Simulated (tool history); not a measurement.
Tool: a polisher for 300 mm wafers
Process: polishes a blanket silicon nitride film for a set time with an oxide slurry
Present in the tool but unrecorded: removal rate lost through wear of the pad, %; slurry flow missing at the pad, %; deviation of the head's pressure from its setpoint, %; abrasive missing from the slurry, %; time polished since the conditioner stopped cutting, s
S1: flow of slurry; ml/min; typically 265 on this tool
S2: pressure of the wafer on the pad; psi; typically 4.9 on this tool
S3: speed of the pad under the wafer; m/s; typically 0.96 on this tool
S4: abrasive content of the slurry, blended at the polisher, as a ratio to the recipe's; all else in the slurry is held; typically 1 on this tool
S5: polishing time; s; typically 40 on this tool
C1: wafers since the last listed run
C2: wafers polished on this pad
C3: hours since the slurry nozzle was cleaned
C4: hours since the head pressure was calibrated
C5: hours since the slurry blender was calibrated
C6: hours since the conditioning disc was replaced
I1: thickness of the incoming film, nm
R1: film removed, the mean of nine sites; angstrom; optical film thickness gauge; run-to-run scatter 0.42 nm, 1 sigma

run 1 hour=0 | S1=265 S2=4.9 S3=0.96 S4=1 S5=40 | C1=0 C2=181 C3=469.5 C4=769.7 C5=107.9 C6=13.2 | I1=266.6 | R1=332
run 2 hour=9.9 | S1=265 S2=4.9 S3=0.96 S4=1 S5=40 | C1=162 C2=343 C3=479.4 C4=779.6 C5=117.8 C6=23.1 | I1=272.3 | R1=337
run 3 hour=28.8 | S1=285 S2=3.8 S3=0.96 S4=1 S5=40 | C1=310 C2=654 C3=498.3 C4=798.5 C5=136.7 C6=42 | I1=271.3 | R1=264
run 4 hour=53.9 | S1=240 S2=4.9 S3=0.96 S4=1 S5=40 | C1=412 C2=1067 C3=523.4 C4=823.6 C5=161.8 C6=67.1 | I1=270.5 | R1=330
-- hour=63.1 worn pad replaced by a new one
run 5 hour=63.6 | S1=240 S2=4.9 S3=0.96 S4=1 S5=40 | C1=93 C2=8 C3=533.1 C4=833.3 C5=171.5 C6=76.8 | I1=269.4 | R1=321
run 6 hour=67.6 | S1=265 S2=4.9 S3=0.96 S4=1 S5=40 | C1=65 C2=74 C3=537.1 C4=837.3 C5=175.5 C6=80.8 | I1=269.4 | R1=325
run 7 hour=74.4 | S1=265 S2=4.9 S3=0.96 S4=1 S5=40 | C1=111 C2=186 C3=543.9 C4=844.1 C5=182.3 C6=87.6 | I1=268.9 | R1=317
run 8 hour=89.1 | S1=265 S2=4.9 S3=1.14 S4=0.95 S5=40 | C1=241 C2=427 C3=558.6 C4=858.8 C5=197 C6=102.3 | I1=266 | R1=362
run 9 hour=100.8 | S1=265 S2=4.9 S3=1.14 S4=0.95 S5=40 | C1=192 C2=620 C3=570.3 C4=870.5 C5=208.7 C6=114 | I1=273.5 | R1=351
run 10 hour=109.1 | S1=265 S2=4.2 S3=0.96 S4=1.2 S5=40 | C1=136 C2=756 C3=578.6 C4=878.8 C5=217 C6=122.3 | I1=267.7 | R1=303
run 11 hour=124.5 | S1=265 S2=4.2 S3=0.96 S4=1.2 S5=40 | C1=253 C2=1009 C3=594 C4=894.2 C5=232.4 C6=137.7 | I1=270.8 | R1=308
-- hour=133.4 worn pad replaced by a new one
-- hour=134.7 slurry blender recalibrated
run 12 hour=138.8 | S1=265 S2=4.2 S3=0.96 S4=1.2 S5=40 | C1=147 C2=66 C3=608.3 C4=908.5 C5=4.1 C6=152 | I1=268.6 | R1=315
run 13 hour=156.7 | S1=265 S2=4.9 S3=0.96 S4=1 S5=40 | C1=294 C2=360 C3=626.2 C4=926.4 C5=22 C6=169.9 | I1=272 | R1=336
run 14 hour=169.5 | S1=265 S2=4.9 S3=0.76 S4=1.3 S5=52 | C1=210 C2=571 C3=639 C4=939.2 C5=34.8 C6=182.7 | I1=270.4 | R1=409
run 15 hour=185.1 | S1=240 S2=5.7 S3=0.96 S4=1.2 S5=35 | C1=256 C2=827 C3=654.6 C4=954.8 C5=50.4 C6=198.3 | I1=267.7 | R1=374
-- hour=188.3 slurry nozzle cleaned
-- hour=200.7 worn pad replaced by a new one
run 16 hour=201.2 | S1=265 S2=5.8 S3=0.96 S4=1 S5=32 | C1=182 C2=8 C3=12.9 C4=970.9 C5=66.5 C6=214.4 | I1=268.8 | R1=320
-- hour=206 head pressure recalibrated
-- hour=207.7 conditioning disc replaced and pad reconditioned
run 17 hour=216.7 | S1=265 S2=4.9 S3=0.96 S4=1.3 S5=53 | C1=194 C2=202 C3=28.4 C4=10.7 C5=82 C6=9 | I1=272 | R1=494
run 18 hour=226.9 | S1=265 S2=4.9 S3=0.96 S4=1 S5=40 | C1=167 C2=370 C3=38.6 C4=20.9 C5=92.2 C6=19.2 | I1=268 | R1=328
run 19 hour=243.9 | S1=265 S2=3.3 S3=1.2 S4=1 S5=40 | C1=279 C2=649 C3=55.6 C4=37.9 C5=109.2 C6=36.2 | I1=275.6 | R1=266
run 20 hour=259.2 | S1=210 S2=4.9 S3=0.64 S4=1 S5=35 | C1=251 C2=901 C3=70.9 C4=53.2 C5=124.5 C6=51.5 | I1=269.9 | R1=208
-- hour=267 worn pad replaced by a new one
run 21 hour=275 | S1=235 S2=6.4 S3=0.88 S4=1.2 S5=40 | C1=193 C2=130 C3=86.7 C4=69 C5=140.3 C6=67.3 | I1=269.5 | R1=439
run 22 hour=290.7 | S1=215 S2=4.9 S3=0.96 S4=1 S5=40 | C1=258 C2=388 C3=102.4 C4=84.7 C5=156 C6=83 | I1=268.8 | R1=320
run 23 hour=300.8 | S1=265 S2=4.9 S3=0.96 S4=1 S5=40 | C1=166 C2=554 C3=112.5 C4=94.8 C5=166.1 C6=93.1 | I1=268.4 | R1=334
run 24 hour=310.1 | S1=265 S2=4.9 S3=0.96 S4=1 S5=40 | C1=152 C2=707 C3=121.8 C4=104.1 C5=175.4 C6=102.4 | I1=267.3 | R1=322
run 25 hour=317.2 | S1=265 S2=4.9 S3=1.3 S4=1 S5=40 | C1=116 C2=824 C3=128.9 C4=111.2 C5=182.5 C6=109.5 | I1=266.8 | R1=409
run 26 hour=333.5 | S1=315 S2=6.3 S3=1.28 S4=1 S5=40 | C1=267 C2=1092 C3=145.2 C4=127.5 C5=198.8 C6=125.8 | I1=275.3 | R1=537
-- hour=337.7 slurry blender recalibrated
-- hour=347.1 worn pad replaced by a new one
run 27 hour=368 | S1=190 S2=4.9 S3=0.96 S4=0.85 S5=40 | C1=468 C2=343 C3=179.7 C4=162 C5=30.3 C6=160.3 | I1=269.1 | R1=307

3 options for the next run, each taken on its own from the tool as it stands now. Forecast them:
run A hour=368.4 | S1=290 S2=4.9 S3=0.96 S4=1 S5=40 | C1=6 C2=349 C3=180.1 C4=162.4 C5=30.7 C6=160.7 | I1=270.4 | R1=?
run B hour=368.4 | S1=305 S2=4.9 S3=1.2 S4=1 S5=27 | C1=6 C2=349 C3=180.1 C4=162.4 C5=30.7 C6=160.7 | I1=270.4 | R1=?
run C hour=368.4 | S1=265 S2=3.5 S3=0.96 S4=1 S5=40 | C1=6 C2=349 C3=180.1 C4=162.4 C5=30.7 C6=160.7 | I1=270.4 | R1=?

run=A R1=339
run=B R1=274
run=C R1=240
Without the tool's unlogged condition, the same runs would have read:
run=A R1=343
run=B R1=277
run=C R1=243

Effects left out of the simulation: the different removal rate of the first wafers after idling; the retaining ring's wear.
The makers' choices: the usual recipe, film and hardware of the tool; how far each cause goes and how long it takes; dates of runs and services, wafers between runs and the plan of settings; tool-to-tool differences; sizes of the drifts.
